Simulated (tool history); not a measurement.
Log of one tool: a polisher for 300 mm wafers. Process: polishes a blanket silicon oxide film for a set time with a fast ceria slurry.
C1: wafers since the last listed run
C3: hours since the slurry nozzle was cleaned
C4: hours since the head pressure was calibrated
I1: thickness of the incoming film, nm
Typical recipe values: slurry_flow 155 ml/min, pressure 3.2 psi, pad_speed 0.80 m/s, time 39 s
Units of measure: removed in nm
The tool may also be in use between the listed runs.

Run 1, day 0.000: usual settings but slurry_flow 120 ml/min; C1 0; wafers polished on this pad 3013; C3 527.1; C4 1082.6; I1 1645.6. Result: removed 436.9 nm.
At day 2.567: head pressure recalibrated.
Run 2, day 2.588: usual settings but slurry_flow 180 ml/min; C1 629; wafers polished on this pad 3643; C3 589.2; C4 0.5; I1 1613.3. Result: removed 509.7 nm.
At day 5.375: slurry nozzle cleaned.
Run 3, day 5.808: usual settings but slurry_flow 180 ml/min; C1 799; wafers polished on this pad 4443; C3 10.4; C4 77.8; I1 1626.9. Result: removed 504.9 nm.
At day 6.617: worn pad replaced by a new one.
Run 4, day 7.896: usual settings but slurry_flow 180 ml/min; C1 483; wafers polished on this pad 322; C3 60.5; C4 127.9; I1 1656.1. Result: removed 492.6 nm.
Run 5, day 11.442: usual settings; C1 891; wafers polished on this pad 1213; C3 145.6; C4 213.0; I1 1611.7. Result: removed 480.7 nm.
Run 6, day 15.242: usual settings; C1 955; wafers polished on this pad 2169; C3 236.8; C4 304.2; I1 1653.7. Result: removed 478.1 nm.
Run 7, day 19.108: usual settings; C1 972; wafers polished on this pad 3142; C3 329.6; C4 397.0; I1 1606.7. Result: removed 472.2 nm.
Run 8, day 23.096: usual settings; C1 1002; wafers polished on this pad 4145; C3 425.3; C4 492.7; I1 1604.6. Result: removed 466.2 nm.
At day 23.979: worn pad replaced by a new one.
Run 9, day 25.812: usual settings; C1 641; wafers polished on this pad 461; C3 490.5; C4 557.9; I1 1649.5. Result: removed 465.5 nm.
At day 27.054: slurry nozzle cleaned.
Run 10, day 28.662: usual settings; C1 706; wafers polished on this pad 1167; C3 38.6; C4 626.3; I1 1652.3. Result: removed 465.4 nm.
Run 11, day 30.875: usual settings; C1 556; wafers polished on this pad 1723; C3 91.7; C4 679.4; I1 1625.2. Result: removed 468.7 nm.
Run 12, day 35.354: usual settings; C1 1126; wafers polished on this pad 2850; C3 199.2; C4 786.9; I1 1605.7. Result: removed 469.1 nm.
Run 13, day 37.004: usual settings but pressure 3.7 psi; C1 415; wafers polished on this pad 3265; C3 238.8; C4 826.5; I1 1663.2. Result: removed 525.8 nm.
Run 14, day 40.746: usual settings but pressure 3.7 psi; C1 941; wafers polished on this pad 4206; C3 328.6; C4 916.3; I1 1616.2. Result: removed 529.1 nm.
At day 42.046: worn pad replaced by a new one.
Run 15, day 44.358: usual settings; C1 866; wafers polished on this pad 581; C3 415.3; C4 1003.0; I1 1638.5. Result: removed 457.8 nm.
Run 16, day 46.038: usual settings; C1 422; wafers polished on this pad 1003; C3 455.6; C4 1043.3; I1 1653.8. Result: removed 458.2 nm.
Run 17, day 49.292: usual settings but slurry_flow 125 ml/min, time 27 s; C1 818; wafers polished on this pad 1822; C3 533.7; C4 1121.4; I1 1606.9. Result: removed 303.7 nm.
Run 18, day 51.775: usual settings; C1 624; wafers polished on this pad 2447; C3 593.3; C4 1181.0; I1 1608.5. Result: removed 453.7 nm.
At day 54.838: slurry nozzle cleaned.
Run 19, day 55.117: usual settings; C1 830; wafers polished on this pad 3277; C3 6.7; C4 1261.2; I1 1628.5. Result: removed 456.7 nm.
Run 20, day 57.821: usual settings but slurry_flow 140 ml/min, pad_speed 0.66 m/s; C1 680; wafers polished on this pad 3957; C3 71.6; C4 1326.1; I1 1645.4. Result: removed 376.4 nm.
At day 58.238: head pressure recalibrated.
At day 58.625: worn pad replaced by a new one.
Run 21, day 61.604: usual settings but slurry_flow 125 ml/min, pressure 4.3 psi, pad_speed 0.58 m/s, time 48 s; C1 888; wafers polished on this pad 749; C3 162.4; C4 80.8; I1 1654.9. Result: removed 547.9 nm.
Run 22, day 63.417: usual settings but slurry_flow 170 ml/min, pressure 2.7 psi, pad_speed 0.58 m/s, time 47 s; C1 455; wafers polished on this pad 1205; C3 205.9; C4 124.3; I1 1654.6. Result: removed 374.0 nm.
Run 23, day 65.329: usual settings but pressure 4.2 psi, time 35 s; C1 481; wafers polished on this pad 1686; C3 251.8; C4 170.2; I1 1629.1. Result: removed 554.7 nm.
Run 24, day 68.496: usual settings but time 26 s; C1 796; wafers polished on this pad 2482; C3 327.8; C4 246.2; I1 1634.9. Result: removed 322.2 nm.
Run 25, day 71.979: usual settings; C1 876; wafers polished on this pad 3359; C3 411.4; C4 329.8; I1 1646.0. Result: removed 478.5 nm.
Run 26, day 75.092: usual settings but slurry_flow 210 ml/min, pressure 4.0 psi, pad_speed 0.58 m/s; C1 782; wafers polished on this pad 4141; C3 486.1; C4 404.5; I1 1617.0. Result: removed 441.8 nm.
At day 76.046: worn pad replaced by a new one.
Run 27, day 77.229: usual settings but time 48 s; C1 495; wafers polished on this pad 298; C3 537.4; C4 455.8; I1 1640.2. Result: removed 583.6 nm.
At day 80.208: slurry nozzle cleaned.
Run 28, day 81.517: usual settings but slurry_flow 170 ml/min, pressure 4.3 psi, pad_speed 0.98 m/s, time 28 s; C1 1067; wafers polished on this pad 1366; C3 31.4; C4 558.7; I1 1617.4. Result: removed 553.4 nm.

Pick out some run-to-run changes in removed. Of each, how much would a tool without hidden state show as well, from the settings, what came in and chance, and how much is left for the hidden state and any gauge scatter not in both results compared?
Hidden state at play: removal rate lost through wear of the pad, %; slurry flow missing at the pad, %; deviation of the head's pressure from its setpoint, %.
Run 1 -> 2: slurry_flow 120 -> 180, head pressure recalibrated. removed +72.8 nm: hidden state +35.2, all else +37.6.
Run 20 -> 21: slurry_flow 140 -> 125, pressure 3.2 -> 4.3, pad_speed 0.66 -> 0.58, time 39 -> 48, head pressure recalibrated, worn pad replaced by a new one. removed +171.5 nm: hidden state +23.1, all else +148.4.
Run 22 -> 23: slurry_flow 170 -> 155, pressure 2.7 -> 4.2, pad_speed 0.58 -> 0.80, time 47 -> 35. removed +180.7 nm: hidden state -7.1, all else +187.8.
Run 23 -> 24: pressure 4.2 -> 3.2, time 35 -> 26. removed -232.5 nm: hidden state +3.3, all else -235.8.
